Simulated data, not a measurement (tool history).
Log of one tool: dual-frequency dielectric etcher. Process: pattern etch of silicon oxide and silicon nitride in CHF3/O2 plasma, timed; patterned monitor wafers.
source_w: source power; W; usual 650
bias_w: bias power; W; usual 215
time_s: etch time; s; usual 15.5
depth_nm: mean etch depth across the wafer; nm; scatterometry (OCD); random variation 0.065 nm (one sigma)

| run | hour | source_w | bias_w | time_s | read-back reference wafer on the same gauge, depth_nm | depth_nm |
|---|---|---|---|---|---|---|
| 1 | 0.0 | 650 | 215 | 15.5 | 23.20 | 26.43 |
| 2 | 21.4 | 650 | 215 | 15.5 | 23.19 | 26.48 |
| 3 | 43.5 | 650 | 215 | 15.5 | 23.19 | 26.51 |
| 4 | 61.3 | 650 | 215 | 15.5 | 23.20 | 26.47 |
| 5 | 91.8 | 650 | 215 | 15.5 | 23.20 | 26.60 |
|  | 107.0 | source power generator calibrated |
|  | 110.0 | bias power generator calibrated |
| 6 | 118.8 | 650 | 215 | 12.5 | 23.23 | 20.87 |
| 7 | 150.3 | 650 | 215 | 12.5 | 23.20 | 20.90 |
| 8 | 164.7 | 700 | 215 | 14.0 | 23.18 | 24.46 |
|  | 272.3 | upper electrode replaced |
| 9 | 272.8 | 650 | 215 | 15.5 | 23.19 | 26.12 |
| 10 | 275.7 | 790 | 170 | 15.5 | 23.19 | 27.59 |
| 11 | 309.1 | 760 | 265 | 18.5 | 23.20 | 36.05 |
|  | 312.2 | gauge calibrated |
| 12 | 334.8 | 530 | 239 | 12.5 | 23.20 | 18.96 |
|  | 363.1 | wet clean of the chamber |
| 13 | 365.4 | 650 | 215 | 15.5 | 23.21 | 25.84 |
| 14 | 393.4 | 790 | 215 | 16.5 | 23.20 | 30.75 |
| 15 | 414.9 | 650 | 193 | 15.5 | 23.20 | 25.02 |
| 16 | 432.6 | 510 | 251 | 13.0 | 23.17 | 19.26 |
| 17 | 460.5 | 650 | 215 | 15.5 | 23.21 | 25.90 |
| 18 | 493.9 | 650 | 215 | 15.5 | 23.18 | 25.97 |
| 19 | 520.1 | 650 | 215 | 13.5 | 23.17 | 22.65 |
| 20 | 536.9 | 650 | 185 | 17.0 | 23.19 | 27.46 |
| 21 | 550.1 | 650 | 215 | 15.5 | 23.20 | 25.99 |
| 22 | 566.1 | 760 | 215 | 12.5 | 23.21 | 22.95 |
| 23 | 579.3 | 650 | 215 | 15.5 | 23.20 | 26.00 |
| 24 | 599.0 | 540 | 191 | 12.5 | 23.19 | 18.02 |
| 25 | 613.1 | 600 | 268 | 12.0 | 23.21 | 20.25 |
| 26 | 636.6 | 650 | 215 | 15.5 | 23.20 | 26.10 |
| 27 | 664.1 | 650 | 215 | 15.5 | 23.20 | 26.11 |
| 28 | 677.5 | 650 | 215 | 15.5 | 23.20 | 26.07 |
| 29 | 704.4 | 490 | 254 | 12.0 | 23.21 | 17.47 |

The same runs without the tool's hidden state, with the same run-to-run variation:
The hidden state here: etch rate over this chamber's usual, %; source power that arrives over what is set, %; bias power that arrives over what is set, %; gauge reads high (%).
| run | depth_nm |
|---|---|
| 1 | 25.72 |
| 2 | 25.73 |
| 3 | 25.72 |
| 4 | 25.65 |
| 5 | 25.73 |
| 6 | 20.72 |
| 7 | 20.73 |
| 8 | 24.24 |
| 9 | 25.78 |
| 10 | 27.22 |
| 11 | 35.52 |
| 12 | 18.66 |
| 13 | 25.79 |
| 14 | 30.66 |
| 15 | 24.92 |
| 16 | 19.17 |
| 17 | 25.75 |
| 18 | 25.78 |
| 19 | 22.46 |
| 20 | 27.21 |
| 21 | 25.73 |
| 22 | 22.70 |
| 23 | 25.71 |
| 24 | 17.80 |
| 25 | 20.00 |
| 26 | 25.75 |
| 27 | 25.72 |
| 28 | 25.66 |
| 29 | 17.18 |
